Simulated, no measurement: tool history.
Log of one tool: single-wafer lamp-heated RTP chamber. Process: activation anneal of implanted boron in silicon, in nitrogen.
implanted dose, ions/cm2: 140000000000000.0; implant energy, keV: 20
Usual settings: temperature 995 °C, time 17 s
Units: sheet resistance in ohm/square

run	day	temperature	time	wafers since the last listed run	wafers since the last pyrometer calibration	wafers since the reflector plate was cleaned	hours since the gauge calibration	read-back reference wafer on the same gauge, sheet resistance	sheet resistance
1	0.000	995	17	0	271	150	734.4	628.49	632.85
2	1.912	995	17	496	768	647	780.3	628.57	631.57
3	4.833	995	17	758	1526	1405	850.4	628.93	633.56
4	7.725	995	17	751	2278	2156	919.8	629.58	634.02
5	10.638	979	10	756	3034	2913	989.7	630.04	640.56
# day 13.354: pyrometer window cleaned and pyrometer calibrated
6	15.538	995	17	1186	566	4099	1107.3	629.92	635.73
7	18.775	995	17	840	1407	4940	1185.0	630.46	634.60
8	21.938	995	17	821	2229	5762	1260.9	631.05	635.20
9	25.167	980	14	838	3068	6601	1338.4	631.23	640.41
10	27.750	995	17	671	3739	7272	1400.4	631.57	635.03
# day 28.146: pyrometer window cleaned and pyrometer calibrated
# day 29.221: gauge calibrated
11	30.188	995	17	546	530	7818	23.2	625.12	630.05
12	33.258	995	17	797	1328	8616	96.9	624.95	628.48
13	37.021	1006	25	977	2305	9593	187.2	625.86	626.17
14	38.904	995	17	489	2794	10082	232.4	625.72	629.93
# day 40.662: pyrometer window cleaned and pyrometer calibrated
15	42.233	967	11	778	407	10861	312.3	626.20	646.87
16	44.188	995	17	507	915	11368	359.2	626.52	628.89
# day 44.892: reflector plate cleaned
17	47.071	995	8	662	1577	566	428.4	626.88	632.32

Run 18 comes next. What will it give?
18	50.567	995	17	908	2485	1474	512.3	?	?

{"run 18": {"read-back reference wafer on the same gauge, sheet resistance": 627.42, "sheet resistance": 629.44}}
Without the tool's hidden state the same run would have given sheet resistance 626.17 ohm/square.
